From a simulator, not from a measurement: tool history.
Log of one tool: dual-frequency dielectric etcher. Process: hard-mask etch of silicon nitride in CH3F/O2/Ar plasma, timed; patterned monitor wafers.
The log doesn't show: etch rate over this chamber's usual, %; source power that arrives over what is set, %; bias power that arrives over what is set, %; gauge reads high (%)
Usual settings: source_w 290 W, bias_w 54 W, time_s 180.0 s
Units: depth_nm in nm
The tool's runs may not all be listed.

run	hour	source_w	bias_w	time_s	wafers since the last listed run	hours since the last wet clean	hours since the last source power generator calibration	hours since the last bias power generator calibration	hours since the last upper electrode change	hours since the gauge calibration	read-back reference wafer on the same gauge, depth_nm	depth_nm
1	0.0	260	54	180.0	0	232.5	3669.9	2312.3	3575.4	440.5	119.0	100.5
2	68.7	290	49	180.0	508	301.2	3738.6	2381.0	3644.1	509.2	119.0	100.9
3	97.4	290	54	180.0	212	329.9	3767.3	2409.7	3672.8	537.9	119.1	104.6
# hour 154.3: wet clean of the chamber
4	154.8	290	54	180.0	247	0.5	3824.7	2467.1	3730.2	595.3	119.0	104.7
5	187.4	290	54	180.0	241	33.1	3857.3	2499.7	3762.8	627.9	119.0	104.7
6	218.6	290	54	180.0	231	64.3	3888.5	2530.9	3794.0	659.1	119.1	105.3
7	252.9	290	54	180.0	254	98.6	3922.8	2565.2	3828.3	693.4	119.1	104.6
# hour 294.3: upper electrode replaced
# hour 307.1: source power generator calibrated
8	312.1	290	54	180.0	231	157.8	5.0	2624.4	17.8	752.6	119.0	104.2
9	376.4	290	54	180.0	476	222.1	69.3	2688.7	82.1	816.9	119.0	103.5
10	418.4	290	54	164.5	311	264.1	111.3	2730.7	124.1	858.9	119.0	95.2
11	469.4	260	61	146.5	377	315.1	162.3	2781.7	175.1	909.9	119.0	86.1
# hour 524.5: wet clean of the chamber
12	525.0	220	58	180.0	234	0.5	217.9	2837.3	230.7	965.5	119.0	98.8
13	569.9	290	54	180.0	332	45.4	262.8	2882.2	275.6	1010.4	119.0	104.2
14	618.2	290	66	180.0	357	93.7	311.1	2930.5	323.9	1058.7	119.1	113.3
15	644.8	240	50	148.0	197	120.3	337.7	2957.1	350.5	1085.3	119.0	78.7
# hour 658.7: bias power generator calibrated
# hour 712.7: gauge calibrated
16	713.7	290	66	180.0	480	189.2	406.6	55.0	419.4	1.0	118.9	112.3
17	749.2	290	54	180.0	262	224.7	442.1	90.5	454.9	36.5	118.9	104.1
18	818.0	290	54	180.0	509	293.5	510.9	159.3	523.7	105.3	119.0	104.1
19	847.0	250	44	137.0	214	322.5	539.9	188.3	552.7	134.3	118.9	70.3
20	887.9	290	54	180.0	302	363.4	580.8	229.2	593.6	175.2	118.9	104.6
21	944.2	250	54	224.0	417	419.7	637.1	285.5	649.9	231.5	119.0	124.6
# hour 972.4: wet clean of the chamber
22	1007.2	290	54	180.0	288	34.8	700.1	348.5	712.9	294.5	119.0	103.6
23	1040.3	290	61	218.5	245	67.9	733.2	381.6	746.0	327.6	118.8	134.3
24	1095.6	290	54	128.0	409	123.2	788.5	436.9	801.3	382.9	119.0	73.9
25	1130.9	240	54	197.5	261	158.5	823.8	472.2	836.6	418.2	118.9	107.7
26	1155.3	330	65	226.0	180	182.9	848.2	496.6	861.0	442.6	118.9	146.8
27	1214.1	290	54	136.5	435	241.7	907.0	555.4	919.8	501.4	119.0	78.6
28	1264.8	260	61	200.0	375	292.4	957.7	606.1	970.5	552.1	118.9	116.0
29	1318.2	290	68	180.0	395	345.8	1011.1	659.5	1023.9	605.5	118.8	113.7

Forecast each of these 5 alternatives for the next run:
A	1318.7	250	54	180.0	3	346.3	1011.6	660.0	1024.4	606.0	?	?
B	1318.7	290	61	180.0	3	346.3	1011.6	660.0	1024.4	606.0	?	?
C	1318.7	290	54	214.0	3	346.3	1011.6	660.0	1024.4	606.0	?	?
D	1318.7	220	54	180.0	3	346.3	1011.6	660.0	1024.4	606.0	?	?
E	1318.7	270	54	180.0	3	346.3	1011.6	660.0	1024.4	606.0	?	?

run	read-back reference wafer on the same gauge, depth_nm	depth_nm
A	118.9	100.0
B	118.9	110.0
C	118.9	124.6
D	118.9	96.2
E	118.9	102.4
Without the tool's hidden state the same runs would have given:
run	depth_nm
A	100.0
B	110.0
C	124.6
D	96.2
E	102.4
